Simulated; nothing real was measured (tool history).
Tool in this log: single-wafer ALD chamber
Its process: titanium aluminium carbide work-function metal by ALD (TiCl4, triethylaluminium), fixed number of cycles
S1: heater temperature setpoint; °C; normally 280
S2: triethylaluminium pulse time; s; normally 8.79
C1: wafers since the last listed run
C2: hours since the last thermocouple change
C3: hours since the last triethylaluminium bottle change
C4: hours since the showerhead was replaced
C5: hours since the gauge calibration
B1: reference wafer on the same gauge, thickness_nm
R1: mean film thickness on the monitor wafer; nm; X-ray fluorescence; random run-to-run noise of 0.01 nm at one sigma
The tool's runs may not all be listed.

Run 1, hour 0.0: usual settings but S1 269 °C; C1 0; C2 1725.5; C3 846.0; C4 3099.6; C5 542.1; B1 2.102. Result: R1 1.729 nm.
Run 2, hour 18.2: usual settings; C1 268; C2 1743.7; C3 864.2; C4 3117.8; C5 560.3; B1 2.101. Result: R1 1.817 nm.
Run 3, hour 46.6: usual settings; C1 418; C2 1772.1; C3 892.6; C4 3146.2; C5 588.7; B1 2.097. Result: R1 1.825 nm.
Run 4, hour 74.5: usual settings; C1 411; C2 1800.0; C3 920.5; C4 3174.1; C5 616.6; B1 2.094. Result: R1 1.803 nm.
Run 5, hour 105.2: usual settings but S1 291 °C; C1 452; C2 1830.7; C3 951.2; C4 3204.8; C5 647.3; B1 2.104. Result: R1 1.932 nm.
Run 6, hour 126.6: usual settings but S1 291 °C; C1 315; C2 1852.1; C3 972.6; C4 3226.2; C5 668.7; B1 2.101. Result: R1 1.915 nm.
Run 7, hour 138.8: usual settings but S1 291 °C; C1 179; C2 1864.3; C3 984.8; C4 3238.4; C5 680.9; B1 2.101. Result: R1 1.944 nm.
Run 8, hour 163.1: usual settings but S1 287 °C; C1 358; C2 1888.6; C3 1009.1; C4 3262.7; C5 705.2; B1 2.101. Result: R1 1.894 nm.
Run 9, hour 193.5: usual settings but S1 287 °C; C1 448; C2 1919.0; C3 1039.5; C4 3293.1; C5 735.6; B1 2.097. Result: R1 1.885 nm.
At hour 219.3: thermocouple changed; heater temperature recalibrated.
Run 10, hour 249.1: usual settings but S1 287 °C; C1 701; C2 29.8; C3 1095.1; C4 3348.7; C5 791.2; B1 2.099. Result: R1 1.877 nm.
Run 11, hour 272.1: usual settings; C1 339; C2 52.8; C3 1118.1; C4 3371.7; C5 814.2; B1 2.105. Result: R1 1.808 nm.
Run 12, hour 284.2: usual settings but S2 10.36 s; C1 178; C2 64.9; C3 1130.2; C4 3383.8; C5 826.3; B1 2.102. Result: R1 1.882 nm.
Run 13, hour 313.3: usual settings but S1 266 °C, S2 11.02 s; C1 429; C2 94.0; C3 1159.3; C4 3412.9; C5 855.4; B1 2.100. Result: R1 1.765 nm.
Run 14, hour 327.1: usual settings; C1 203; C2 107.8; C3 1173.1; C4 3426.7; C5 869.2; B1 2.098. Result: R1 1.821 nm.
Run 15, hour 362.2: usual settings but S1 290 °C; C1 517; C2 142.9; C3 1208.2; C4 3461.8; C5 904.3; B1 2.102. Result: R1 1.936 nm.
Run 16, hour 375.7: usual settings but S1 285 °C, S2 11.43 s; C1 199; C2 156.4; C3 1221.7; C4 3475.3; C5 917.8; B1 2.100. Result: R1 1.917 nm.
Run 17, hour 389.9: usual settings; C1 209; C2 170.6; C3 1235.9; C4 3489.5; C5 932.0; B1 2.101. Result: R1 1.817 nm.
At hour 398.8: triethylaluminium bottle replaced.
Run 18, hour 411.4: usual settings but S1 287 °C, S2 9.73 s; C1 199; C2 192.1; C3 12.6; C4 3511.0; C5 953.5; B1 2.102. Result: R1 1.951 nm.
Run 19, hour 436.5: usual settings; C1 370; C2 217.2; C3 37.7; C4 3536.1; C5 978.6; B1 2.098. Result: R1 1.868 nm.
Run 20, hour 458.1: usual settings; C1 318; C2 238.8; C3 59.3; C4 3557.7; C5 1000.2; B1 2.103. Result: R1 1.856 nm.
At hour 485.3: showerhead replaced.
Run 21, hour 486.4: usual settings but S1 267 °C, S2 7.57 s; C1 299; C2 267.1; C3 87.6; C4 1.1; C5 1028.5; B1 2.101. Result: R1 1.676 nm.
Run 22, hour 521.5: usual settings but S1 290 °C, S2 11.26 s; C1 517; C2 302.2; C3 122.7; C4 36.2; C5 1063.6; B1 2.100. Result: R1 1.985 nm.
At hour 525.2: gauge calibrated.
Run 23, hour 546.4: usual settings but S1 272 °C, S2 6.11 s; C1 367; C2 327.1; C3 147.6; C4 61.1; C5 21.2; B1 2.103. Result: R1 1.629 nm.
Run 24, hour 567.9: usual settings but S1 273 °C; C1 317; C2 348.6; C3 169.1; C4 82.6; C5 42.7; B1 2.102. Result: R1 1.770 nm.
Run 25, hour 597.4: usual settings but S1 275 °C, S2 12.25 s; C1 434; C2 378.1; C3 198.6; C4 112.1; C5 72.2; B1 2.099. Result: R1 1.863 nm.
Run 26, hour 618.1: usual settings but S1 285 °C, S2 10.27 s; C1 305; C2 398.8; C3 219.3; C4 132.8; C5 92.9; B1 2.106. Result: R1 1.934 nm.
Run 27, hour 644.3: usual settings but S1 293 °C, S2 5.81 s; C1 386; C2 425.0; C3 245.5; C4 159.0; C5 119.1; B1 2.100. Result: R1 1.788 nm.
Run 28, hour 667.3: usual settings but S1 288 °C, S2 10.42 s; C1 339; C2 448.0; C3 268.5; C4 182.0; C5 142.1; B1 2.101. Result: R1 1.968 nm.
Run 29, hour 697.6: usual settings but S2 11.54 s; C1 446; C2 478.3; C3 298.8; C4 212.3; C5 172.4; B1 2.099. Result: R1 1.890 nm.
Run 30, hour 778.1: usual settings but S1 285 °C; C1 1186; C2 558.8; C3 379.3; C4 292.8; C5 252.9; B1 2.101. Result: R1 1.873 nm.
Run 31, hour 790.7: usual settings but S1 289 °C, S2 5.81 s; C1 185; C2 571.4; C3 391.9; C4 305.4; C5 265.5; B1 2.099. Result: R1 1.727 nm.
Run 32, hour 822.3: usual settings; C1 465; C2 603.0; C3 423.5; C4 337.0; C5 297.1; B1 2.100. Result: R1 1.811 nm.
Run 33, hour 836.0: usual settings but S1 268 °C, S2 6.58 s; C1 202; C2 616.7; C3 437.2; C4 350.7; C5 310.8; B1 2.101. Result: R1 1.608 nm.

Here are 4 independent what-if runs from the current tool condition. What would each one return?
Run A, hour 836.4: usual settings but S2 9.85 s; C1 5; C2 617.1; C3 437.6; C4 351.1; C5 311.2; B1 ?. Result: R1 ?.
Run B, hour 836.4: usual settings but S1 294 °C, S2 11.22 s; C1 5; C2 617.1; C3 437.6; C4 351.1; C5 311.2; B1 ?. Result: R1 ?.
Run C, hour 836.4: usual settings but S1 293 °C, S2 11.52 s; C1 5; C2 617.1; C3 437.6; C4 351.1; C5 311.2; B1 ?. Result: R1 ?.
Run D, hour 836.4: usual settings but S1 274 °C, S2 6.88 s; C1 5; C2 617.1; C3 437.6; C4 351.1; C5 311.2; B1 ?. Result: R1 ?.

run     B1     R1
  A  2.102  1.863
  B  2.102  2.033
  C  2.102  2.029
  D  2.102  1.683
Take away the tool's hidden state, keep each run's random variation, and the runs would have read:
run     R1
  A  1.894
  B  2.059
  C  2.053
  D  1.735
